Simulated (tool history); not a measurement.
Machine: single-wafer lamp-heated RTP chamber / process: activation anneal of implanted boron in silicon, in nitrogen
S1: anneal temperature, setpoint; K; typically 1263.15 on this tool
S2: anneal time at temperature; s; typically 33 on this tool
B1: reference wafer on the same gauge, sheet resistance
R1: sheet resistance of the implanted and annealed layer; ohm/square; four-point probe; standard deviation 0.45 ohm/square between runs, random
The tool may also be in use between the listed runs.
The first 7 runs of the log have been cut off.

run 8 hour=469.1 | S1=1263.15 S2=19 | B1=147.15 | R1=139.36
run 9 hour=526.6 | S1=1263.15 S2=22 | B1=146.94 | R1=138.51
run 10 hour=564.7 | S1=1263.15 S2=22 | B1=147.1 | R1=138.37
-- hour=585.7 pyrometer window cleaned and pyrometer calibrated
run 11 hour=609.3 | S1=1263.15 S2=33 | B1=146.97 | R1=138.15
run 12 hour=665.9 | S1=1263.15 S2=33 | B1=146.94 | R1=138.39
-- hour=724.1 gauge calibrated
run 13 hour=730.2 | S1=1263.15 S2=33 | B1=146.99 | R1=136.6
run 14 hour=795.2 | S1=1263.15 S2=33 | B1=146.92 | R1=137.75
-- hour=840.7 reflector plate cleaned
run 15 hour=882.7 | S1=1263.15 S2=33 | B1=146.82 | R1=136.94
run 16 hour=934 | S1=1263.15 S2=33 | B1=146.94 | R1=137.66
run 17 hour=997.5 | S1=1237.15 S2=45 | B1=146.86 | R1=150.51
-- hour=1171.3 pyrometer window cleaned and pyrometer calibrated
run 18 hour=1257.9 | S1=1263.15 S2=33 | B1=147.2 | R1=137.84
run 19 hour=1311.5 | S1=1271.15 S2=27 | B1=147.04 | R1=135.51
run 20 hour=1352.5 | S1=1248.15 S2=48 | B1=146.93 | R1=143.16
run 21 hour=1423.3 | S1=1284.15 S2=18 | B1=147.13 | R1=133.04
-- hour=1476.9 reflector plate cleaned
run 22 hour=1516.5 | S1=1250.15 S2=44 | B1=147 | R1=142.36
run 23 hour=1605.7 | S1=1263.15 S2=33 | B1=147.14 | R1=136.52
run 24 hour=1661.7 | S1=1263.15 S2=33 | B1=147.03 | R1=136.46
run 25 hour=1762.9 | S1=1263.15 S2=33 | B1=147.05 | R1=135.76
-- hour=1779 pyrometer window cleaned and pyrometer calibrated
run 26 hour=1802.9 | S1=1288.15 S2=19 | B1=147 | R1=132.31
run 27 hour=1861.3 | S1=1285.15 S2=14 | B1=147.18 | R1=134.3
run 28 hour=1900.5 | S1=1263.15 S2=33 | B1=147.08 | R1=138.19
run 29 hour=2002.5 | S1=1288.15 S2=50 | B1=146.94 | R1=126.86
run 30 hour=2073.3 | S1=1276.15 S2=49 | B1=147.06 | R1=129.77

Forecast run 31:
-- hour=2084.9 reflector plate cleaned
run 31 hour=2125.5 | S1=1238.15 S2=15 | B1=? | R1=?

B1: 147.01
R1: 165.24 ohm/square
The same run, on a tool lacking any hidden state, would have yielded R1 169.69 ohm/square.

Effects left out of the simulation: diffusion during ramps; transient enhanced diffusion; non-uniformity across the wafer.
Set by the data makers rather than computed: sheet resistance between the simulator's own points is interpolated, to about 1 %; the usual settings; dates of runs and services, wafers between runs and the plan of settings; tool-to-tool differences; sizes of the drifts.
